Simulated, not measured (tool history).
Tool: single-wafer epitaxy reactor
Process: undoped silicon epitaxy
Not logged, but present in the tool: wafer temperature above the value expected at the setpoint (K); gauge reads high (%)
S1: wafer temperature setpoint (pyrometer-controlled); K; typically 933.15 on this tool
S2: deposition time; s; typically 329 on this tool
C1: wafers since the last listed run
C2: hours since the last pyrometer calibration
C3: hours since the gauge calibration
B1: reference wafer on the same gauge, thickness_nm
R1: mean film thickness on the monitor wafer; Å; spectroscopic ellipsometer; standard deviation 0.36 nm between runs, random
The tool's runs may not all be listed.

run	day	S1	S2	C1	C2	C3	B1	R1
1	0.000	922.15	329	0	2409.3	1929.2	60.224	594.81
2	1.712	922.15	329	310	2450.4	1970.3	60.147	604.36
3	3.533	922.15	329	330	2494.1	2014.0	60.237	602.46
4	7.971	933.15	329	805	2600.6	2120.5	60.085	744.51
5	9.604	933.15	329	296	2639.8	2159.7	60.230	743.76
6	11.262	933.15	329	301	2679.6	2199.5	60.336	748.91
7	14.246	933.15	329	541	2751.2	2271.1	60.175	741.82
8	17.579	933.15	329	605	2831.2	2351.1	60.204	748.35
9	20.029	933.15	329	444	2890.0	2409.9	60.035	745.15
10	21.783	933.15	329	318	2932.1	2452.0	60.183	744.37
11	23.446	933.15	329	301	2972.0	2491.9	60.157	746.99
12	25.658	933.15	329	401	3025.1	2545.0	60.238	743.67
# day 27.462: gauge calibrated
13	28.304	933.15	377	480	3088.6	20.2	60.269	860.42
# day 32.450: pyrometer calibrated
14	32.754	933.15	377	747	7.3	127.0	60.144	811.98
15	34.962	933.15	383	401	60.3	180.0	60.151	820.43
16	36.638	933.15	329	304	100.5	220.2	60.259	708.50
17	39.779	948.15	301	570	175.9	295.6	60.159	866.84
18	42.500	938.15	329	494	241.2	360.9	60.209	778.34
19	46.925	924.15	393	803	347.4	467.1	60.117	712.03
20	49.462	946.15	277	460	408.3	528.0	60.238	767.47
21	53.617	933.15	329	754	508.0	627.7	60.123	712.19
22	55.825	933.15	329	401	561.0	680.7	60.276	711.52
23	59.317	933.15	329	634	644.8	764.5	60.115	716.47
24	62.146	933.15	384	513	712.7	832.4	60.182	839.05
25	66.146	933.15	329	726	808.7	928.4	60.184	709.21
26	68.812	933.15	329	484	872.7	992.4	60.118	718.58
27	74.517	944.15	376	1035	1009.6	1129.3	60.234	1014.53
28	78.571	948.15	361	736	1106.9	1226.6	60.125	1048.88

5 options for the next run, each taken on its own from the tool as it stands now. Forecast them:
A	78.592	933.15	369	3	1107.4	1227.1	?	?
B	78.592	946.15	361	3	1107.4	1227.1	?	?
C	78.592	945.15	295	3	1107.4	1227.1	?	?
D	78.592	942.15	329	3	1107.4	1227.1	?	?
E	78.592	940.15	329	3	1107.4	1227.1	?	?

run	B1	R1
A	60.289	806.46
B	60.289	1011.06
C	60.289	810.78
D	60.289	854.30
E	60.289	822.41
With the hidden condition removed and each run's random variation left untouched, the same runs would have given:
run	R1
A	798.85
B	1001.75
C	803.30
D	846.38
E	814.75
